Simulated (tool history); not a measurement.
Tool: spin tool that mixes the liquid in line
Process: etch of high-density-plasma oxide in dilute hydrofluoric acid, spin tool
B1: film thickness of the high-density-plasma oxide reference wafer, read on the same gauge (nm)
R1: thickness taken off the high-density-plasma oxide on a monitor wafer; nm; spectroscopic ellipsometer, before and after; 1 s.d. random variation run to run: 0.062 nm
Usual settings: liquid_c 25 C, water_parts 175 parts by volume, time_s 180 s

{"run": 1, "hour": 0.0, "liquid_c": 25, "water_parts": 175, "time_s": 135, "B1": 40, "R1": 5.17}
{"run": 2, "hour": 27.3, "liquid_c": 25, "water_parts": 175, "time_s": 135, "B1": 39.99, "R1": 5.2}
{"run": 3, "hour": 55.0, "liquid_c": 29, "water_parts": 175, "time_s": 140, "B1": 39.98, "R1": 6.24}
{"run": 4, "hour": 83.3, "liquid_c": 29, "water_parts": 175, "time_s": 140, "B1": 40.01, "R1": 6.31}
{"run": 5, "hour": 103.8, "liquid_c": 27.5, "water_parts": 175, "time_s": 180, "B1": 39.97, "R1": 7.66}
{"run": 6, "hour": 202.0, "liquid_c": 27.5, "water_parts": 175, "time_s": 180, "B1": 40.03, "R1": 7.49}
{"run": 7, "hour": 297.6, "liquid_c": 27.5, "water_parts": 175, "time_s": 180, "B1": 39.98, "R1": 7.49}
{"run": 8, "hour": 329.5, "liquid_c": 25, "water_parts": 175, "time_s": 180, "B1": 40.03, "R1": 6.73}
{"run": 9, "hour": 347.6, "liquid_c": 25, "water_parts": 175, "time_s": 180, "B1": 40.02, "R1": 6.83}
{"run": 10, "hour": 369.2, "liquid_c": 25, "water_parts": 175, "time_s": 180, "B1": 39.99, "R1": 6.84}
{"hour": 425.7, "done": "hydrofluoric acid flow meter replaced"}
{"hour": 437.3, "done": "thermometer replaced"}
{"run": 11, "hour": 442.9, "liquid_c": 25, "water_parts": 195, "time_s": 180, "B1": 39.99, "R1": 6.32}
{"run": 12, "hour": 468.9, "liquid_c": 25, "water_parts": 195, "time_s": 180, "B1": 40.03, "R1": 6.27}
{"hour": 480.8, "done": "gauge calibrated"}
{"run": 13, "hour": 503.0, "liquid_c": 25, "water_parts": 175, "time_s": 265, "B1": 40.01, "R1": 10.72}
{"run": 14, "hour": 525.3, "liquid_c": 25, "water_parts": 175, "time_s": 265, "B1": 40.04, "R1": 10.65}
{"run": 15, "hour": 540.8, "liquid_c": 25, "water_parts": 215, "time_s": 180, "B1": 40.01, "R1": 5.58}
{"run": 16, "hour": 565.4, "liquid_c": 27.5, "water_parts": 250, "time_s": 255, "B1": 40.02, "R1": 7.31}
{"run": 17, "hour": 584.1, "liquid_c": 25, "water_parts": 175, "time_s": 225, "B1": 40.01, "R1": 9.06}
{"run": 18, "hour": 609.1, "liquid_c": 25, "water_parts": 200, "time_s": 180, "B1": 40.02, "R1": 6.06}
{"run": 19, "hour": 633.5, "liquid_c": 25, "water_parts": 150, "time_s": 235, "B1": 40.01, "R1": 11.44}
{"run": 20, "hour": 675.6, "liquid_c": 25, "water_parts": 175, "time_s": 180, "B1": 40.02, "R1": 7.18}
{"run": 21, "hour": 703.8, "liquid_c": 25, "water_parts": 135, "time_s": 280, "B1": 40, "R1": 15.11}
{"run": 22, "hour": 722.4, "liquid_c": 28.5, "water_parts": 175, "time_s": 280, "B1": 39.99, "R1": 12.57}
{"run": 23, "hour": 744.0, "liquid_c": 25, "water_parts": 245, "time_s": 105, "B1": 39.99, "R1": 2.79}
{"run": 24, "hour": 775.5, "liquid_c": 21, "water_parts": 115, "time_s": 265, "B1": 39.97, "R1": 14.73}
{"run": 25, "hour": 790.1, "liquid_c": 26.5, "water_parts": 175, "time_s": 180, "B1": 39.98, "R1": 7.65}
{"run": 26, "hour": 822.3, "liquid_c": 25, "water_parts": 175, "time_s": 265, "B1": 40.01, "R1": 10.67}
{"run": 27, "hour": 837.3, "liquid_c": 25, "water_parts": 220, "time_s": 180, "B1": 40, "R1": 5.43}
{"run": 28, "hour": 863.9, "liquid_c": 26.5, "water_parts": 255, "time_s": 150, "B1": 40.03, "R1": 3.97}
{"run": 29, "hour": 894.4, "liquid_c": 25, "water_parts": 175, "time_s": 135, "B1": 40.01, "R1": 5.45}
{"run": 30, "hour": 916.2, "liquid_c": 21.5, "water_parts": 175, "time_s": 180, "B1": 40, "R1": 6.33}
{"run": 31, "hour": 932.4, "liquid_c": 21, "water_parts": 175, "time_s": 180, "B1": 40.02, "R1": 6.08}
{"run": 32, "hour": 965.3, "liquid_c": 25, "water_parts": 175, "time_s": 265, "B1": 40.03, "R1": 10.59}
{"run": 33, "hour": 988.9, "liquid_c": 22, "water_parts": 175, "time_s": 180, "B1": 40.01, "R1": 6.41}

A few steps of R1 between consecutive runs. Split each: what settings, incoming material and random variation would produce without the hidden state, and what is left over for the hidden state, along with gauge scatter present in only one of the two compared results (measured, and without hidden state):
Hidden state at play: liquid colder than its thermometer reads (K); hydrofluoric acid flow above the setpoint (%); gauge reads high (%).
Run 10 -> 11: water_parts 175 -> 195, hydrofluoric acid flow meter replaced, thermometer replaced. R1 -0.52 nm: hidden state +0.35, all else -0.87.
Run 20 -> 21: water_parts 175 -> 135, time_s 180 -> 280. R1 +7.93 nm: hidden state -0.06, all else +7.99.
Run 22 -> 23: liquid_c 28.5 -> 25, water_parts 175 -> 245, time_s 280 -> 105. R1 -9.78 nm: hidden state +0.04, all else -9.82.
Run 23 -> 24: liquid_c 25 -> 21, water_parts 245 -> 115, time_s 105 -> 265. R1 +11.94 nm: hidden state -0.11, all else +12.05.
Run 24 -> 25: liquid_c 21 -> 26.5, water_parts 115 -> 175, time_s 265 -> 180. R1 -7.08 nm: hidden state +0.08, all else -7.16.
